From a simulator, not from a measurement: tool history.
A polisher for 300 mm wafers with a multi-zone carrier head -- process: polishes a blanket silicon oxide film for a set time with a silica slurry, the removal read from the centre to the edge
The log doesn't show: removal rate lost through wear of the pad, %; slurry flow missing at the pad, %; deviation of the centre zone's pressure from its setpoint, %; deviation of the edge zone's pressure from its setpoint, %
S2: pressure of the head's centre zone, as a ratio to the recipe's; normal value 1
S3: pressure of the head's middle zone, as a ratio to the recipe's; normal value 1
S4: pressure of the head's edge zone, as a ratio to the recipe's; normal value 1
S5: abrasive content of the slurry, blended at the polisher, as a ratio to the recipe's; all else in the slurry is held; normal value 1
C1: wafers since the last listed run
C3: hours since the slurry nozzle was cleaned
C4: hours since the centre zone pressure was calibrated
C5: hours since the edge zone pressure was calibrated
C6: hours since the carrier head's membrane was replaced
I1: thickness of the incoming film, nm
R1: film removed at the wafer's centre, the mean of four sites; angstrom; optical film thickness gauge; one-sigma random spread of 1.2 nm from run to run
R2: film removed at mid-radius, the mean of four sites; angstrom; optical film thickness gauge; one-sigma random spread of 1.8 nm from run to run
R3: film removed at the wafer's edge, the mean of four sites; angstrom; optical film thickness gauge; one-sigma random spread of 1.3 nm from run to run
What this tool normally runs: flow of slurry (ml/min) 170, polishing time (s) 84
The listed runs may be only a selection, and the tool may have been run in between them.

{"run": 1, "hour": 0.0, "flow of slurry (ml/min)": 170, "S2": 1, "S3": 1, "S4": 1, "S5": 1, "polishing time (s)": 84, "C1": 0, "wafers polished on this pad": 177, "C3": 128.6, "C4": 197.4, "C5": 228.6, "C6": 1510.4, "I1": 1517.7, "R1": 1746, "R2": 1753, "R3": 1764}
{"run": 2, "hour": 60.1, "flow of slurry (ml/min)": 155, "S2": 1, "S3": 1, "S4": 1, "S5": 1, "polishing time (s)": 84, "C1": 400, "wafers polished on this pad": 577, "C3": 188.7, "C4": 257.5, "C5": 288.7, "C6": 1570.5, "I1": 1502.1, "R1": 1673, "R2": 1657, "R3": 1705}
{"hour": 104.2, "done": "slurry nozzle cleaned"}
{"run": 3, "hour": 131.9, "flow of slurry (ml/min)": 170, "S2": 1, "S3": 1, "S4": 1, "S5": 1, "polishing time (s)": 84, "C1": 471, "wafers polished on this pad": 1049, "C3": 27.7, "C4": 329.3, "C5": 360.5, "C6": 1642.3, "I1": 1497.1, "R1": 1630, "R2": 1650, "R3": 1673}
{"hour": 148.9, "done": "worn pad replaced by a new one"}
{"run": 4, "hour": 156.8, "flow of slurry (ml/min)": 170, "S2": 1, "S3": 1, "S4": 1, "S5": 1, "polishing time (s)": 84, "C1": 139, "wafers polished on this pad": 52, "C3": 52.6, "C4": 354.2, "C5": 385.4, "C6": 1667.2, "I1": 1497.4, "R1": 1749, "R2": 1753, "R3": 1752}
{"run": 5, "hour": 208.3, "flow of slurry (ml/min)": 170, "S2": 1, "S3": 1, "S4": 1, "S5": 1, "polishing time (s)": 84, "C1": 342, "wafers polished on this pad": 395, "C3": 104.1, "C4": 405.7, "C5": 436.9, "C6": 1718.7, "I1": 1508.8, "R1": 1669, "R2": 1690, "R3": 1737}
{"run": 6, "hour": 272.6, "flow of slurry (ml/min)": 170, "S2": 1, "S3": 1, "S4": 1, "S5": 0.9, "polishing time (s)": 84, "C1": 428, "wafers polished on this pad": 823, "C3": 168.4, "C4": 470, "C5": 501.2, "C6": 1783, "I1": 1526.4, "R1": 1580, "R2": 1582, "R3": 1607}
{"hour": 309.0, "done": "slurry nozzle cleaned"}
{"hour": 328.8, "done": "carrier head's membrane replaced by a new one"}
{"hour": 334.6, "done": "worn pad replaced by a new one"}
{"run": 7, "hour": 336.7, "flow of slurry (ml/min)": 170, "S2": 1, "S3": 1, "S4": 1, "S5": 1.1, "polishing time (s)": 84, "C1": 360, "wafers polished on this pad": 14, "C3": 27.7, "C4": 534.1, "C5": 565.3, "C6": 7.9, "I1": 1520, "R1": 1817, "R2": 1812, "R3": 1852}
{"run": 8, "hour": 373.4, "flow of slurry (ml/min)": 170, "S2": 0.96, "S3": 1, "S4": 1, "S5": 1, "polishing time (s)": 95, "C1": 244, "wafers polished on this pad": 258, "C3": 64.4, "C4": 570.8, "C5": 602, "C6": 44.6, "I1": 1505.1, "R1": 1883, "R2": 1951, "R3": 2005}
{"run": 9, "hour": 412.5, "flow of slurry (ml/min)": 170, "S2": 1, "S3": 1, "S4": 1.12, "S5": 1, "polishing time (s)": 84, "C1": 260, "wafers polished on this pad": 518, "C3": 103.5, "C4": 609.9, "C5": 641.1, "C6": 83.7, "I1": 1504.7, "R1": 1688, "R2": 1711, "R3": 1827}
{"hour": 416.2, "done": "centre zone pressure recalibrated"}
{"hour": 448.6, "done": "edge zone pressure recalibrated"}
{"run": 10, "hour": 463.5, "flow of slurry (ml/min)": 170, "S2": 1, "S3": 0.9, "S4": 0.89, "S5": 1, "polishing time (s)": 84, "C1": 312, "wafers polished on this pad": 831, "C3": 154.5, "C4": 47.3, "C5": 14.9, "C6": 134.7, "I1": 1499.4, "R1": 1666, "R2": 1507, "R3": 1612}
{"hour": 503.7, "done": "worn pad replaced by a new one"}
{"run": 11, "hour": 515.2, "flow of slurry (ml/min)": 170, "S2": 1, "S3": 1, "S4": 1, "S5": 1, "polishing time (s)": 60, "C1": 317, "wafers polished on this pad": 76, "C3": 206.2, "C4": 99, "C5": 66.6, "C6": 186.4, "I1": 1519.2, "R1": 1250, "R2": 1234, "R3": 1250}
{"hour": 531.0, "done": "slurry nozzle cleaned"}
{"run": 12, "hour": 567.4, "flow of slurry (ml/min)": 170, "S2": 1.04, "S3": 0.96, "S4": 1.04, "S5": 0.9, "polishing time (s)": 84, "C1": 340, "wafers polished on this pad": 417, "C3": 36.4, "C4": 151.2, "C5": 118.8, "C6": 238.6, "I1": 1510.9, "R1": 1700, "R2": 1546, "R3": 1664}
{"run": 13, "hour": 617.9, "flow of slurry (ml/min)": 170, "S2": 1, "S3": 1, "S4": 1, "S5": 1, "polishing time (s)": 84, "C1": 336, "wafers polished on this pad": 753, "C3": 86.9, "C4": 201.7, "C5": 169.3, "C6": 289.1, "I1": 1504.7, "R1": 1696, "R2": 1681, "R3": 1676}
{"run": 14, "hour": 678.7, "flow of slurry (ml/min)": 170, "S2": 1, "S3": 1, "S4": 1, "S5": 1, "polishing time (s)": 84, "C1": 404, "wafers polished on this pad": 1158, "C3": 147.7, "C4": 262.5, "C5": 230.1, "C6": 349.9, "I1": 1487.7, "R1": 1631, "R2": 1647, "R3": 1692}
{"run": 15, "hour": 718.4, "flow of slurry (ml/min)": 170, "S2": 1, "S3": 1, "S4": 1, "S5": 1, "polishing time (s)": 84, "C1": 264, "wafers polished on this pad": 1422, "C3": 187.4, "C4": 302.2, "C5": 269.8, "C6": 389.6, "I1": 1474, "R1": 1617, "R2": 1633, "R3": 1649}

What if the next run were any one of these 5? Each begins from the tool's condition after run 15:
{"run": "A", "hour": 718.8, "flow of slurry (ml/min)": 170, "S2": 1, "S3": 1, "S4": 1, "S5": 1, "polishing time (s)": 84, "C1": 2, "wafers polished on this pad": 1425, "C3": 187.8, "C4": 302.6, "C5": 270.2, "C6": 390, "I1": 1475.2, "R1": "?", "R2": "?", "R3": "?"}
{"run": "B", "hour": 718.8, "flow of slurry (ml/min)": 170, "S2": 1, "S3": 1, "S4": 1, "S5": 0.8, "polishing time (s)": 67, "C1": 2, "wafers polished on this pad": 1425, "C3": 187.8, "C4": 302.6, "C5": 270.2, "C6": 390, "I1": 1475.2, "R1": "?", "R2": "?", "R3": "?"}
{"run": "C", "hour": 718.8, "flow of slurry (ml/min)": 145, "S2": 1, "S3": 0.92, "S4": 1, "S5": 1.25, "polishing time (s)": 98, "C1": 2, "wafers polished on this pad": 1425, "C3": 187.8, "C4": 302.6, "C5": 270.2, "C6": 390, "I1": 1475.2, "R1": "?", "R2": "?", "R3": "?"}
{"run": "D", "hour": 718.8, "flow of slurry (ml/min)": 190, "S2": 0.89, "S3": 1.04, "S4": 0.95, "S5": 1, "polishing time (s)": 84, "C1": 2, "wafers polished on this pad": 1425, "C3": 187.8, "C4": 302.6, "C5": 270.2, "C6": 390, "I1": 1475.2, "R1": "?", "R2": "?", "R3": "?"}
{"run": "E", "hour": 718.8, "flow of slurry (ml/min)": 170, "S2": 1, "S3": 1.04, "S4": 1.09, "S5": 1, "polishing time (s)": 112, "C1": 2, "wafers polished on this pad": 1425, "C3": 187.8, "C4": 302.6, "C5": 270.2, "C6": 390, "I1": 1475.2, "R1": "?", "R2": "?", "R3": "?"}

run=A R1=1616 R2=1614 R3=1653
run=B R1=1158 R2=1157 R3=1185
run=C R1=2019 R2=1888 R3=2089
run=D R1=1461 R2=1694 R3=1630
run=E R1=2155 R2=2225 R3=2299
With no hidden state in the tool, these same runs would have given:
run=A R1=1751 R2=1750 R3=1792
run=B R1=1255 R2=1254 R3=1284
run=C R1=2188 R2=2046 R3=2264
run=D R1=1583 R2=1837 R3=1767
run=E R1=2335 R2=2411 R3=2492
